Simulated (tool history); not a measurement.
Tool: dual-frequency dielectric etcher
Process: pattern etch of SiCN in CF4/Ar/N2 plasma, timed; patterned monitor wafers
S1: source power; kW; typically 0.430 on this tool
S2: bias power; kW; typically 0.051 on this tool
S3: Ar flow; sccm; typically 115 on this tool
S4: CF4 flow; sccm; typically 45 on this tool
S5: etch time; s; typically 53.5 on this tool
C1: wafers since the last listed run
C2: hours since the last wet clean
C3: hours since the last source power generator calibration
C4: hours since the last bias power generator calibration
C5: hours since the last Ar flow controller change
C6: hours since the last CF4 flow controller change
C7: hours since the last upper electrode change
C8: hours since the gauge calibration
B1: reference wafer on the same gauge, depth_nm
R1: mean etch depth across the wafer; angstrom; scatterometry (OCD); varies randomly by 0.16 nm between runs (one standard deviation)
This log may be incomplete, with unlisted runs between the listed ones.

run     day     S1     S2   S3  S4    S5   C1     C2     C3      C4      C5     C6      C7     C8     B1     R1
  1   0.000  0.430  0.051  115  45  53.5    0  493.0   20.5  3276.0  2771.3   33.4  5233.3  434.7  31.42  351.7
  2   0.642  0.430  0.041  115  51  64.0  253  508.4   35.9  3291.4  2786.7   48.8  5248.7  450.1  31.37  408.5
  3   1.196  0.430  0.051  132  51  53.5  219  521.7   49.2  3304.7  2800.0   62.1  5262.0  463.4  31.46  350.9
      1.412  -- gauge calibrated
      1.788  -- Ar flow controller replaced
  4   1.808  0.340  0.061  115  45  53.5  143  536.4   63.9  3319.4     0.5   76.8  5276.7    9.5  31.42  294.6
      2.325  -- bias power generator calibrated
  5   2.346  0.350  0.051  115  53  53.5  146  549.3   76.8     0.5    13.4   89.7  5289.6   22.4  31.38  295.3
  6   2.592  0.430  0.051  115  45  53.5   97  555.2   82.7     6.4    19.3   95.6  5295.5   28.3  31.39  355.8
  7   3.683  0.430  0.060  115  45  62.5  431  581.4  108.9    32.6    45.5  121.8  5321.7   54.5  31.42  437.9
  8   4.338  0.430  0.044  115  45  53.5  258  597.1  124.6    48.3    61.2  137.5  5337.4   70.2  31.38  336.1
  9   4.829  0.430  0.051  115  45  53.5  194  608.9  136.4    60.1    73.0  149.3  5349.2   82.0  31.40  353.9
 10   5.533  0.430  0.039   97  42  59.5  278  625.8  153.3    77.0    89.9  166.2  5366.1   98.9  31.39  373.0
      6.908  -- wet clean of the chamber
      7.512  -- upper electrode replaced
 11   7.533  0.430  0.051  115  45  63.0  156   15.0  201.3   125.0   137.9  214.2     0.5  146.9  31.38  407.9
 12   7.546  0.380  0.038  115  45  53.5    4   15.3  201.6   125.3   138.2  214.5     0.8  147.2  31.42  273.3
 13   7.562  0.430  0.051  115  52  42.5    6   15.7  202.0   125.7   138.6  214.9     1.2  147.6  31.40  285.4
 14   8.092  0.430  0.051  115  45  53.5  209   28.4  214.7   138.4   151.3  227.6    13.9  160.3  31.34  344.3
 15   8.833  0.430  0.051  132  51  53.5  293   46.2  232.5   156.2   169.1  245.4    31.7  178.1  31.44  344.7
 16  10.188  0.530  0.051  115  45  46.0  535   78.7  265.0   188.7   201.6  277.9    64.2  210.6  31.41  368.6
 17  11.438  0.430  0.051  115  54  53.5  494  108.7  295.0   218.7   231.6  307.9    94.2  240.6  31.40  363.4
 18  12.179  0.500  0.051  115  45  44.5  293  126.5  312.8   236.5   249.4  325.7   112.0  258.4  31.44  338.3
 19  12.912  0.430  0.044  115  45  53.5  290  144.1  330.4   254.1   267.0  343.3   129.6  276.0  31.38  331.2
 20  13.429  0.490  0.051   96  53  53.5  204  156.5  342.8   266.5   279.4  355.7   142.0  288.4  31.35  443.6
 21  13.992  0.360  0.051  115  48  53.5  222  170.0  356.3   280.0   292.9  369.2   155.5  301.9  31.34  293.1
 22  14.546  0.430  0.051  135  45  53.5  219  183.3  369.6   293.3   306.2  382.5   168.8  315.2  31.40  333.6

Here are 3 independent what-if runs from the current tool condition. What would each one return?
  A  14.562  0.430  0.051  115  45  53.5   6  183.7  370.0  293.7  306.6  382.9  169.2  315.6   ?   ?
  B  14.562  0.330  0.058  115  45  53.5   6  183.7  370.0  293.7  306.6  382.9  169.2  315.6   ?   ?
  C  14.562  0.430  0.051   91  55  53.5   6  183.7  370.0  293.7  306.6  382.9  169.2  315.6   ?   ?

run     B1     R1
  A  31.38  347.3
  B  31.38  273.7
  C  31.38  393.6
Had the tool no hidden state, the same runs would have come out as:
run     R1
  A  345.3
  B  272.1
  C  391.3

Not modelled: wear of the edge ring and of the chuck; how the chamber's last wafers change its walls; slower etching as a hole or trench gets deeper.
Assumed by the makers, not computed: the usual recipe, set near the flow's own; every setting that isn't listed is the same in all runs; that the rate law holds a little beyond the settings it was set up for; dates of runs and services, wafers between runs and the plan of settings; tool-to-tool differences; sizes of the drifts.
